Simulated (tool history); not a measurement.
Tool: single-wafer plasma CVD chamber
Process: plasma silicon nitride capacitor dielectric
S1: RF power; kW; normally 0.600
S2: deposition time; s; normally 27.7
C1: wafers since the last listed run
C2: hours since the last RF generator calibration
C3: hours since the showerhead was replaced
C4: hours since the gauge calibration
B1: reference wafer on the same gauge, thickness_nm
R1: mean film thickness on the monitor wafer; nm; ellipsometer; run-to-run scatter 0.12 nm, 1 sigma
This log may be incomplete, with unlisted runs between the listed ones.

| run | hour | S1 | S2 | C1 | C2 | C3 | C4 | B1 | R1 |
|---|---|---|---|---|---|---|---|---|---|
| 1 | 0.0 | 0.600 | 27.7 | 0 | 1150.0 | 4045.1 | 152.3 | 41.882 | 46.195 |
| 2 | 17.8 | 0.600 | 27.7 | 399 | 1167.8 | 4062.9 | 170.1 | 41.842 | 45.880 |
| 3 | 26.4 | 0.560 | 27.7 | 192 | 1176.4 | 4071.5 | 178.7 | 41.927 | 44.437 |
| 4 | 42.6 | 0.560 | 27.7 | 363 | 1192.6 | 4087.7 | 194.9 | 41.907 | 44.346 |
| 5 | 60.3 | 0.600 | 27.7 | 396 | 1210.3 | 4105.4 | 212.6 | 41.904 | 45.658 |
| 6 | 69.0 | 0.600 | 27.7 | 195 | 1219.0 | 4114.1 | 221.3 | 41.937 | 45.730 |
| 7 | 75.8 | 0.600 | 27.7 | 152 | 1225.8 | 4120.9 | 228.1 | 41.929 | 45.982 |
| 8 | 83.7 | 0.650 | 27.7 | 177 | 1233.7 | 4128.8 | 236.0 | 41.944 | 47.626 |
| 9 | 95.0 | 0.650 | 27.7 | 253 | 1245.0 | 4140.1 | 247.3 | 41.859 | 47.425 |
| 10 | 112.6 | 0.600 | 27.7 | 394 | 1262.6 | 4157.7 | 264.9 | 41.869 | 45.739 |
| 11 | 127.5 | 0.600 | 27.7 | 334 | 1277.5 | 4172.6 | 279.8 | 41.918 | 45.813 |
| 12 | 137.3 | 0.600 | 27.7 | 219 | 1287.3 | 4182.4 | 289.6 | 41.887 | 45.488 |
| 13 | 154.8 | 0.600 | 27.7 | 392 | 1304.8 | 4199.9 | 307.1 | 41.922 | 45.675 |
| 14 | 172.4 | 0.600 | 27.7 | 394 | 1322.4 | 4217.5 | 324.7 | 41.901 | 45.577 |
| 15 | 183.1 | 0.600 | 27.7 | 239 | 1333.1 | 4228.2 | 335.4 | 41.894 | 45.557 |
| 16 | 199.7 | 0.600 | 27.7 | 372 | 1349.7 | 4244.8 | 352.0 | 41.879 | 45.554 |
| 17 | 215.5 | 0.600 | 27.7 | 354 | 1365.5 | 4260.6 | 367.8 | 41.891 | 45.574 |
| 18 | 225.0 | 0.600 | 27.7 | 212 | 1375.0 | 4270.1 | 377.3 | 41.963 | 45.594 |
| 19 | 231.9 | 0.600 | 27.7 | 154 | 1381.9 | 4277.0 | 384.2 | 41.930 | 45.550 |
| 20 | 240.1 | 0.665 | 30.8 | 183 | 1390.1 | 4285.2 | 392.4 | 41.915 | 53.020 |
| 21 | 248.1 | 0.485 | 22.8 | 179 | 1398.1 | 4293.2 | 400.4 | 41.885 | 33.647 |
| 22 | 262.8 | 0.545 | 30.0 | 329 | 1412.8 | 4307.9 | 415.1 | 41.881 | 46.962 |
| 23 | 277.5 | 0.500 | 27.7 | 329 | 1427.5 | 4322.6 | 429.8 | 41.909 | 41.405 |
| 24 | 287.0 | 0.600 | 27.7 | 212 | 1437.0 | 4332.1 | 439.3 | 41.855 | 45.322 |
| 25 | 293.2 | 0.500 | 33.0 | 138 | 1443.2 | 4338.3 | 445.5 | 41.867 | 49.369 |
|  | 300.1 | gauge calibrated |
| 26 | 308.0 | 0.640 | 27.7 | 331 | 1458.0 | 4353.1 | 7.9 | 41.897 | 46.531 |
| 27 | 318.8 | 0.650 | 29.4 | 242 | 1468.8 | 4363.9 | 18.7 | 41.906 | 49.765 |
|  | 334.3 | showerhead replaced |
| 28 | 334.8 | 0.600 | 30.8 | 179 | 1484.8 | 0.5 | 34.7 | 41.909 | 50.222 |
|  | 347.3 | RF generator calibrated |
| 29 | 347.8 | 0.600 | 30.4 | 112 | 0.5 | 13.5 | 47.7 | 41.904 | 51.706 |
| 30 | 387.2 | 0.600 | 27.7 | 883 | 39.9 | 52.9 | 87.1 | 41.875 | 47.051 |
| 31 | 394.1 | 0.500 | 33.0 | 154 | 46.8 | 59.8 | 94.0 | 41.946 | 51.247 |
| 32 | 411.8 | 0.600 | 27.7 | 396 | 64.5 | 77.5 | 111.7 | 41.933 | 46.995 |
| 33 | 428.2 | 0.600 | 30.9 | 367 | 80.9 | 93.9 | 128.1 | 41.885 | 52.256 |
| 34 | 440.0 | 0.600 | 27.7 | 264 | 92.7 | 105.7 | 139.9 | 41.898 | 46.868 |
| 35 | 455.1 | 0.600 | 27.7 | 338 | 107.8 | 120.8 | 155.0 | 41.910 | 47.111 |
| 36 | 466.5 | 0.515 | 29.6 | 255 | 119.2 | 132.2 | 166.4 | 41.937 | 46.774 |

Take each entry between the runs: how does the hidden state at the last listed run before it differ from the hidden state at the first listed run after it?
In the gap between runs 25 and 26: gauge calibrated (hour 300.1)
  delivered RF power above the setpoint (%): -7.6 -> -7.75
  difference, measured minus the result without the unlogged condition, R1: -1.900 -> -1.830 nm
In the gap between runs 27 and 28: showerhead replaced (hour 334.3)
  delivered RF power above the setpoint (%): -7.87 -> -8.03
  difference, measured minus the result without the unlogged condition, R1: -1.988 -> -2.052 nm
In the gap between runs 28 and 29: RF generator calibrated (hour 347.3)
  delivered RF power above the setpoint (%): -8.03 -> -0.612
  difference, measured minus the result without the unlogged condition, R1: -2.052 -> -0.149 nm

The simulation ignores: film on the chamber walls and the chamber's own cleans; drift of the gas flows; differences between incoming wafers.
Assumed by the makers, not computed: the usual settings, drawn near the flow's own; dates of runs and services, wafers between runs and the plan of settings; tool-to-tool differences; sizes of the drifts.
